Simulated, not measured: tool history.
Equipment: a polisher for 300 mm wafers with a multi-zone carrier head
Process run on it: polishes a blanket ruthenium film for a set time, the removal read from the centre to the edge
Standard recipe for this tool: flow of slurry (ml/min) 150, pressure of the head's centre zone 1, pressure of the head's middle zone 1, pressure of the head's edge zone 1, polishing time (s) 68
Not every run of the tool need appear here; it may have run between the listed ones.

run    hour  flow of slurry (ml/min)  pressure of the head's centre zone  pressure of the head's middle zone  pressure of the head's edge zone  polishing time (s)  incoming thickness of the incoming film, nm  film removed at the wafer's centre (angstrom)  film removed at mid-radius (angstrom)  film removed at the wafer's edge (angstrom)
  1       0                      150                                   1                                   1                                 1                  68                                        271.3                                            850                                    908                                          870
       13.8  -- centre zone pressure recalibrated
       26.5  -- edge zone pressure recalibrated
       28.9  -- worn pad replaced by a new one
  2    67.9                      150                                   1                                   1                                 1                  76                                        269.1                                            932                                    967                                          974
  3     110                      150                                   1                                0.94                                 1                  68                                        270.2                                            834                                    866                                          877
  4   161.7                      150                                   1                                0.94                                 1                  68                                        267.5                                            835                                    857                                          870
  5   226.1                      150                                   1                                1.03                                 1                  68                                        270.7                                            821                                    887                                          858
  6   250.9                      150                                0.94                                   1                                 1                  82                                        274.3                                            928                                   1060                                         1031
  7   282.2                      150                                   1                                0.92                                 1                  92                                        274.3                                           1118                                   1128                                         1176
  8   324.2                      150                                   1                                   1                                 1                  51                                        266.6                                            615                                    656                                          643
      445.1  -- worn pad replaced by a new one
      500.8  -- centre zone pressure recalibrated
  9   501.5                      150                                   1                                   1                              1.08                  49                                        273.1                                            580                                    607                                          644
      509.3  -- slurry nozzle cleaned, repeated, since the last time left the tool worse
 10   547.7                      150                                   1                                   1                                 1                  68                                        271.7                                            895                                    923                                          889
 11   613.8                      150                                   1                                   1                                 1                  68                                        274.6                                            882                                    941                                          890
      653.5  -- edge zone pressure recalibrated
 12   677.5                      150                                   1                                   1                                 1                  68                                        271.5                                            895                                    945                                          905
 13   782.7                      195                                0.94                                1.07                                 1                  62                                        274.1                                            782                                    912                                          834
      893.4  -- worn pad replaced by a new one
      934.6  -- carrier head's membrane replaced by a new one
      968.7  -- slurry nozzle cleaned
      973.8  -- centre zone pressure recalibrated
 14   991.8                      150                                   1                                   1                                 1                  68                                          269                                            890                                    929                                          901
 15  1060.4                      150                                   1                                   1                                 1                  68                                          272                                            879                                    941                                          892
 16  1084.6                      150                                   1                                   1                                 1                  68                                        268.1                                            892                                    947                                          903
 17  1111.4                      150                                 0.9                                1.05                                 1                  68                                        268.8                                            790                                    961                                          897
 18  1163.8                      150                                   1                                   1                                 1                  68                                        266.2                                            874                                    935                                          917
 19  1229.5                      150                                0.95                                0.91                                 1                  68                                        267.4                                            830                                    890                                          889
     1245.1  -- edge zone pressure recalibrated
       1260  -- worn pad replaced by a new one
 20  1269.7                      150                                   1                                0.95                                 1                  68                                        270.4                                            876                                    874                                          886
 21  1297.3                      100                                0.95                                1.09                              0.92                  68                                        269.2                                            767                                    914                                          827
 22  1322.7                      135                                0.94                                   1                                 1                  57                                        264.8                                            685                                    759                                          734
 23  1383.3                      135                                   1                                0.97                                 1                  91                                        273.7                                           1137                                   1182                                         1153

Branching from run 23: 3 alternative next runs. What would each branch give?
  A  1383.7                      150                                0.89                                   1                                 1                  68                                        268.5                                              ?                                      ?                                            ?
  B  1383.7                      165                                0.93                                1.06                              1.11                  68                                        268.5                                              ?                                      ?                                            ?
  C  1383.7                      195                                   1                                0.94                                 1                  68                                        268.5                                              ?                                      ?                                            ?

run  film removed at the wafer's centre (angstrom)  film removed at mid-radius (angstrom)  film removed at the wafer's edge (angstrom)
  A                                            777                                    921                                          879
  B                                            824                                    965                                          934
  C                                            909                                    920                                          902
Stripped of hidden state, with their random variation kept, the same runs would have yielded:
run  film removed at the wafer's centre (angstrom)  film removed at mid-radius (angstrom)  film removed at the wafer's edge (angstrom)
  A                                            799                                    944                                          895
  B                                            847                                    988                                          950
  C                                            931                                    940                                          916

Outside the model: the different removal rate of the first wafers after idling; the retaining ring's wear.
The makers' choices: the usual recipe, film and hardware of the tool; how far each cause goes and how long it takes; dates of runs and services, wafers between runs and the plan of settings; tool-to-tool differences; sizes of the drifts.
